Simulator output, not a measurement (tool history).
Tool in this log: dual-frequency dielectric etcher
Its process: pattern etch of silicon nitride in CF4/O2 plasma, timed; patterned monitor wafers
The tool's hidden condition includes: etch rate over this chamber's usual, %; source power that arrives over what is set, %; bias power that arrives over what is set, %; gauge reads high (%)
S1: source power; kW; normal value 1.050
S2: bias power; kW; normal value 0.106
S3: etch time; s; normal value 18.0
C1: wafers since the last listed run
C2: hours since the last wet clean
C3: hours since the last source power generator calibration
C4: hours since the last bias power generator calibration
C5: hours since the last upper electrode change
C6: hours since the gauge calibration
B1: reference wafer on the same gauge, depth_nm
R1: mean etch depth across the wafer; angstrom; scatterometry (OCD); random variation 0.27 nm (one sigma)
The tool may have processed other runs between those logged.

run	hour	S1	S2	S3	C1	C2	C3	C4	C5	C6	B1	R1
1	0.0	1.050	0.118	18.0	0	469.4	2685.0	1591.5	2107.7	1017.7	47.3	553
2	61.6	1.050	0.118	18.0	861	531.0	2746.6	1653.1	2169.3	1079.3	47.3	549
3	79.9	1.050	0.106	18.0	256	549.3	2764.9	1671.4	2187.6	1097.6	47.3	533
4	104.4	1.050	0.106	18.0	342	573.8	2789.4	1695.9	2212.1	1122.1	47.3	531
5	136.0	1.050	0.106	18.0	442	605.4	2821.0	1727.5	2243.7	1153.7	47.3	539
# hour 164.6: upper electrode replaced
# hour 185.9: wet clean of the chamber
6	186.4	1.050	0.106	18.0	71	0.5	2871.4	1777.9	21.8	1204.1	47.3	541
7	231.2	1.050	0.106	18.0	626	45.3	2916.2	1822.7	66.6	1248.9	47.3	534
8	265.4	1.170	0.117	18.0	478	79.5	2950.4	1856.9	100.8	1283.1	47.3	614
9	298.8	1.170	0.117	18.0	467	112.9	2983.8	1890.3	134.2	1316.5	47.3	618
# hour 320.5: gauge calibrated
10	330.9	1.050	0.106	18.0	449	145.0	3015.9	1922.4	166.3	10.4	47.3	535
11	348.5	1.050	0.106	18.0	246	162.6	3033.5	1940.0	183.9	28.0	47.3	540
12	377.4	1.170	0.116	18.0	404	191.5	3062.4	1968.9	212.8	56.9	47.3	616
13	403.5	0.930	0.106	15.0	365	217.6	3088.5	1995.0	238.9	83.0	47.3	390
14	430.4	1.050	0.106	18.0	376	244.5	3115.4	2021.9	265.8	109.9	47.4	538
15	461.9	1.050	0.106	18.0	440	276.0	3146.9	2053.4	297.3	141.4	47.3	530
16	475.8	1.050	0.106	18.0	194	289.9	3160.8	2067.3	311.2	155.3	47.3	533
17	495.7	0.940	0.084	18.0	278	309.8	3180.7	2087.2	331.1	175.2	47.3	441
# hour 508.1: source power generator calibrated
18	519.1	1.050	0.106	18.0	271	333.2	11.0	2110.6	354.5	198.6	47.3	531
19	540.0	1.050	0.123	18.0	292	354.1	31.9	2131.5	375.4	219.5	47.3	561
# hour 588.6: bias power generator calibrated
20	637.4	0.910	0.118	12.5	1306	451.5	129.3	48.8	472.8	316.9	47.3	330
21	651.5	1.270	0.091	21.5	197	465.6	143.4	62.9	486.9	331.0	47.3	746
22	681.8	1.160	0.124	13.5	423	495.9	173.7	93.2	517.2	361.3	47.3	469
23	698.1	0.880	0.096	22.0	228	512.2	190.0	109.5	533.5	377.6	47.3	525
# hour 743.3: wet clean of the chamber
24	743.8	1.050	0.095	20.0	303	0.5	235.7	155.2	579.2	423.3	47.3	577
25	751.2	1.050	0.106	18.0	103	7.9	243.1	162.6	586.6	430.7	47.3	536
26	764.2	1.140	0.106	20.0	181	20.9	256.1	175.6	599.6	443.7	47.3	642
27	792.4	1.230	0.083	20.5	394	49.1	284.3	203.8	627.8	471.9	47.3	671
28	808.0	0.840	0.099	21.5	218	64.7	299.9	219.4	643.4	487.5	47.3	492
29	836.5	1.050	0.106	18.0	398	93.2	328.4	247.9	671.9	516.0	47.3	537
30	848.7	1.050	0.106	18.0	170	105.4	340.6	260.1	684.1	528.2	47.3	535

4 ways to go on from here, each from the tool as it stands after run 30. What would each give?
A	849.1	1.050	0.106	18.0	5	105.8	341.0	260.5	684.5	528.6	?	?
B	849.1	1.120	0.087	21.5	5	105.8	341.0	260.5	684.5	528.6	?	?
C	849.1	1.300	0.081	15.0	5	105.8	341.0	260.5	684.5	528.6	?	?
D	849.1	1.050	0.106	20.5	5	105.8	341.0	260.5	684.5	528.6	?	?

run	B1	R1
A	47.3	536
B	47.3	649
C	47.3	519
D	47.3	611
Without the tool's hidden state the same runs would have given:
run	R1
A	536
B	649
C	519
D	611
